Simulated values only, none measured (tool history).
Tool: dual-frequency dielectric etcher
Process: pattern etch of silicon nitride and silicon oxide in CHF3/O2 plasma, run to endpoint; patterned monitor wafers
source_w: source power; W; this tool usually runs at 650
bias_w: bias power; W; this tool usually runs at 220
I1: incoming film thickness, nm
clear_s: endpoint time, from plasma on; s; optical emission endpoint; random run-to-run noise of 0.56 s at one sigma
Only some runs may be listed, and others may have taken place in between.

{"run": 1, "hour": 0.0, "source_w": 540, "bias_w": 220, "I1": 294.5, "clear_s": 194.9}
{"run": 2, "hour": 7.9, "source_w": 540, "bias_w": 220, "I1": 293.1, "clear_s": 194.1}
{"run": 3, "hour": 17.8, "source_w": 540, "bias_w": 220, "I1": 294.4, "clear_s": 193.7}
{"run": 4, "hour": 24.1, "source_w": 650, "bias_w": 249, "I1": 295.3, "clear_s": 168.5}
{"run": 5, "hour": 35.5, "source_w": 650, "bias_w": 249, "I1": 296.3, "clear_s": 169.5}
{"hour": 64.7, "done": "source power generator calibrated"}
{"hour": 71.1, "done": "upper electrode replaced"}
{"run": 6, "hour": 71.6, "source_w": 650, "bias_w": 220, "I1": 296.2, "clear_s": 178.5}
{"run": 7, "hour": 72.0, "source_w": 610, "bias_w": 250, "I1": 295.3, "clear_s": 172.4}
{"run": 8, "hour": 78.0, "source_w": 760, "bias_w": 256, "I1": 291.2, "clear_s": 152.6}
{"run": 9, "hour": 94.2, "source_w": 500, "bias_w": 234, "I1": 296.6, "clear_s": 195.5}
{"run": 10, "hour": 101.7, "source_w": 650, "bias_w": 220, "I1": 294.1, "clear_s": 175.9}
{"run": 11, "hour": 112.5, "source_w": 590, "bias_w": 241, "I1": 293.2, "clear_s": 176.5}
{"hour": 129.5, "done": "bias power generator calibrated"}
{"hour": 145.5, "done": "wet clean of the chamber"}
{"run": 12, "hour": 146.3, "source_w": 550, "bias_w": 242, "I1": 294.1, "clear_s": 190.4}
{"run": 13, "hour": 162.5, "source_w": 650, "bias_w": 220, "I1": 294.2, "clear_s": 183.4}
{"run": 14, "hour": 176.3, "source_w": 800, "bias_w": 180, "I1": 295.7, "clear_s": 184.9}
{"run": 15, "hour": 188.1, "source_w": 510, "bias_w": 199, "I1": 297.7, "clear_s": 218.2}

Below, some changes in clear_s between adjacent runs. For each, the amount present without the hidden state too (settings, incoming material, random variation) and the amount remaining for the hidden state with gauge scatter not shared by both compared results:
Hidden state present: etch rate over this chamber's usual, %; source power that arrives over what is set, %; bias power that arrives over what is set, %.
Run 8 -> 9: source_w 760 -> 500, bias_w 256 -> 234. clear_s +42.9 s: hidden state -2.7, all else +45.6.
Run 11 -> 12: source_w 590 -> 550, bias_w 241 -> 242, bias power generator calibrated, wet clean of the chamber. clear_s +13.9 s: hidden state +8.4, all else +5.5.
